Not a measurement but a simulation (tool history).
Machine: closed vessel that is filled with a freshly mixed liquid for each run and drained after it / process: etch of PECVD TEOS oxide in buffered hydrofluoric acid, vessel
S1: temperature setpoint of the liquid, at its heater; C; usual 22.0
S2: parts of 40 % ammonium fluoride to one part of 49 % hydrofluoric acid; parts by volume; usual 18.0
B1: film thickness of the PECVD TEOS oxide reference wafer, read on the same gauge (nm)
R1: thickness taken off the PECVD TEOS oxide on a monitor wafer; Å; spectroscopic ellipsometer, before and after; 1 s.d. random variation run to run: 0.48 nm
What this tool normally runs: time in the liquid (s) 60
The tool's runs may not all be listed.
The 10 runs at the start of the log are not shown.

run 11 hour=117.2 | S1=22.0 S2=18.0 time_in_the_liquid_(s)=60 | B1=129.99 | R1=529.1
run 12 hour=126.3 | S1=22.0 S2=15.0 time_in_the_liquid_(s)=60 | B1=130.04 | R1=623.3
run 13 hour=141.8 | S1=22.0 S2=18.0 time_in_the_liquid_(s)=60 | B1=130.01 | R1=528.5
run 14 hour=149.7 | S1=19.5 S2=11.0 time_in_the_liquid_(s)=85 | B1=130.04 | R1=1049.8
run 15 hour=157.2 | S1=22.0 S2=18.0 time_in_the_liquid_(s)=60 | B1=129.99 | R1=528.7
run 16 hour=169.8 | S1=22.0 S2=18.0 time_in_the_liquid_(s)=80 | B1=130.01 | R1=702.1
-- hour=172.3 hydrofluoric acid flow meter replaced
run 17 hour=179.6 | S1=24.5 S2=11.0 time_in_the_liquid_(s)=60 | B1=130.02 | R1=1112.7
run 18 hour=192.2 | S1=19.0 S2=14.5 time_in_the_liquid_(s)=40 | B1=130.00 | R1=414.9
run 19 hour=207.2 | S1=22.0 S2=18.0 time_in_the_liquid_(s)=60 | B1=129.99 | R1=597.0
run 20 hour=227.3 | S1=22.0 S2=20.5 time_in_the_liquid_(s)=30 | B1=130.01 | R1=265.1
run 21 hour=240.2 | S1=20.0 S2=12.0 time_in_the_liquid_(s)=60 | B1=130.00 | R1=783.9
run 22 hour=255.9 | S1=19.0 S2=13.5 time_in_the_liquid_(s)=75 | B1=130.00 | R1=835.6
run 23 hour=269.3 | S1=19.0 S2=20.5 time_in_the_liquid_(s)=80 | B1=129.99 | R1=604.0
run 24 hour=275.4 | S1=19.5 S2=11.0 time_in_the_liquid_(s)=85 | B1=130.01 | R1=1176.7
run 25 hour=285.0 | S1=22.0 S2=18.0 time_in_the_liquid_(s)=60 | B1=130.01 | R1=592.0
run 26 hour=291.4 | S1=22.0 S2=20.5 time_in_the_liquid_(s)=30 | B1=130.01 | R1=265.3
-- hour=293.6 thermometer replaced
run 27 hour=303.7 | S1=22.0 S2=25.0 time_in_the_liquid_(s)=60 | B1=129.99 | R1=462.0

What will run 28 give?
run 28 hour=321.3 | S1=22.0 S2=18.0 time_in_the_liquid_(s)=60 | B1=? | R1=?

B1: 129.99
R1: 591.6 Å
Were there no unlogged condition in the tool, this run, its random variation unchanged, would have produced R1 609.0 Å.
